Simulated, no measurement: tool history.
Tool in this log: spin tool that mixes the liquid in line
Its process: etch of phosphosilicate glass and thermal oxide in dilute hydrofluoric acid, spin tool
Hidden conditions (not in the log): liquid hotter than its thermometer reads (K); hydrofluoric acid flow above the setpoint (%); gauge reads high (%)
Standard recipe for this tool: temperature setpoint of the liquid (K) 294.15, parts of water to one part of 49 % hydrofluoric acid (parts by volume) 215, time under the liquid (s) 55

run   hour  temperature setpoint of the liquid (K)  parts of water to one part of 49 % hydrofluoric acid (parts by volume)  time under the liquid (s)  wafers since the last listed run  hours since the thermometer was replaced  hours since the hydrofluoric acid flow meter was replaced  hours since the gauge calibration  read-back film thickness of the phosphosilicate glass reference wafer, read on the same gauge (nm)  read-back film thickness of the thermal oxide reference wafer, read on the same gauge (nm)  thickness taken off the phosphosilicate glass on a monitor wafer (Å)  thickness taken off the thermal oxide on a monitor wafer (Å)
  1    0.0                                  294.15                                                                     215                         55                                 0                                    2849.5                                                      753.7                              662.8                                                                                              110.02                                                                                     139.998                                                                 125.7                                                          9.04
  2   25.4                                  294.15                                                                     215                         55                               218                                    2874.9                                                      779.1                              688.2                                                                                              110.02                                                                                     139.999                                                                 125.8                                                          9.41
      56.9  -- hydrofluoric acid flow meter replaced
  3   60.8                                  297.15                                                                     245                         40                               295                                    2910.3                                                        3.9                              723.6                                                                                              110.04                                                                                     140.017                                                                  92.1                                                          7.15
      66.6  -- thermometer replaced
  4   81.6                                  294.15                                                                     215                         55                               170                                      15.0                                                       24.7                              744.4                                                                                              110.01                                                                                     140.012                                                                 133.5                                                         10.13
      82.6  -- gauge calibrated
  5  108.2                                  294.15                                                                     215                         55                               228                                      41.6                                                       51.3                               25.6                                                                                              110.02                                                                                     139.994                                                                 133.4                                                          9.64
  6  127.5                                  294.15                                                                     215                         35                               165                                      60.9                                                       70.6                               44.9                                                                                              109.99                                                                                     139.991                                                                  84.8                                                          6.35
  7  150.9                                  290.15                                                                     160                         25                               200                                      84.3                                                       94.0                               68.3                                                                                              110.03                                                                                     140.005                                                                  72.8                                                          5.36
  8  180.1                                  295.65                                                                     320                         45                               250                                     113.5                                                      123.2                               97.5                                                                                              109.96                                                                                     139.998                                                                  70.8                                                          5.81
  9  210.8                                  296.65                                                                     255                         35                               263                                     144.2                                                      153.9                              128.2                                                                                              110.00                                                                                     139.990                                                                  75.7                                                          5.86
 10  234.1                                  294.15                                                                     215                         55                               200                                     167.5                                                      177.2                              151.5                                                                                              110.01                                                                                     139.980                                                                 134.2                                                          9.73
     263.3  -- hydrofluoric acid flow meter replaced, repeated, since the last time left the tool worse
 11  267.2                                  290.15                                                                     215                         20                               275                                     200.6                                                        3.9                              184.6                                                                                              110.00                                                                                     139.978                                                                  37.2                                                          2.60
 12  288.3                                  297.15                                                                     310                         80                               181                                     221.7                                                       25.0                              205.7                                                                                              109.99                                                                                     139.997                                                                 123.6                                                          9.07
 13  316.0                                  291.15                                                                     265                         85                               237                                     249.4                                                       52.7                              233.4                                                                                              110.03                                                                                     140.003                                                                 128.6                                                          9.16
 14  341.4                                  298.65                                                                     320                         40                               218                                     274.8                                                       78.1                              258.8                                                                                              109.99                                                                                     140.017                                                                  62.9                                                          4.57
 15  361.7                                  290.15                                                                     175                         75                               174                                     295.1                                                       98.4                              279.1                                                                                              109.99                                                                                     140.001                                                                 180.3                                                         13.98
 16  391.3                                  294.15                                                                     215                         70                               254                                     324.7                                                      128.0                              308.7                                                                                              110.03                                                                                     139.982                                                                 154.3                                                         11.79
 17  417.1                                  294.15                                                                     215                         55                               221                                     350.5                                                      153.8                              334.5                                                                                              110.00                                                                                     139.999                                                                 121.1                                                          9.18
 18  443.0                                  294.15                                                                     305                         55                               222                                     376.4                                                      179.7                              360.4                                                                                              110.02                                                                                     139.980                                                                  78.3                                                          5.88
 19  457.7                                  294.15                                                                     300                         85                               126                                     391.1                                                      194.4                              375.1                                                                                              109.98                                                                                     139.996                                                                 123.3                                                          9.81
 20  479.1                                  294.15                                                                     215                         55                               183                                     412.5                                                      215.8                              396.5                                                                                              110.03                                                                                     139.997                                                                 121.1                                                          9.53
 21  498.4                                  298.65                                                                     145                         35                               165                                     431.8                                                      235.1                              415.8                                                                                              110.01                                                                                     140.008                                                                 146.7                                                         11.34
 22  517.5                                  294.15                                                                     270                         20                               164                                     450.9                                                      254.2                              434.9                                                                                              109.98                                                                                     139.999                                                                  33.3                                                          2.64
 23  541.2                                  298.65                                                                     280                         55                               203                                     474.6                                                      277.9                              458.6                                                                                              110.04                                                                                     139.997                                                                 103.6                                                          8.11
 24  558.3                                  294.15                                                                     180                         65                               146                                     491.7                                                      295.0                              475.7                                                                                              109.99                                                                                     139.998                                                                 179.2                                                         13.13
 25  593.2                                  294.15                                                                     215                         55                               299                                     526.6                                                      329.9                              510.6                                                                                              109.99                                                                                     139.996                                                                 123.0                                                          9.36
 26  606.1                                  294.15                                                                     215                         55                               110                                     539.5                                                      342.8                              523.5                                                                                              109.98                                                                                     139.994                                                                 122.2                                                          9.67

What if the next run were any one of these 3? Each begins from the tool's condition after run 26:
  A  606.5                                  294.15                                                                     185                         55                                 3                                     539.9                                                      343.2                              523.9                                                                                                   ?                                                                                           ?                                                                     ?                                                             ?
  B  606.5                                  297.65                                                                     215                         80                                 3                                     539.9                                                      343.2                              523.9                                                                                                   ?                                                                                           ?                                                                     ?                                                             ?
  C  606.5                                  290.15                                                                     250                         55                                 3                                     539.9                                                      343.2                              523.9                                                                                                   ?                                                                                           ?                                                                     ?                                                             ?

run  read-back film thickness of the phosphosilicate glass reference wafer, read on the same gauge (nm)  read-back film thickness of the thermal oxide reference wafer, read on the same gauge (nm)  thickness taken off the phosphosilicate glass on a monitor wafer (Å)  thickness taken off the thermal oxide on a monitor wafer (Å)
  A                                                                                              110.02                                                                                     140.003                                                                 146.4                                                         11.01
  B                                                                                              110.02                                                                                     140.003                                                                 202.6                                                         15.24
  C                                                                                              110.02                                                                                     140.003                                                                  87.3                                                          6.57
Stripped of hidden state, with their random variation kept, the same runs would have yielded:
run  thickness taken off the phosphosilicate glass on a monitor wafer (Å)  thickness taken off the thermal oxide on a monitor wafer (Å)
  A                                                                 143.2                                                         10.77
  B                                                                 198.0                                                         14.89
  C                                                                  85.4                                                          6.42
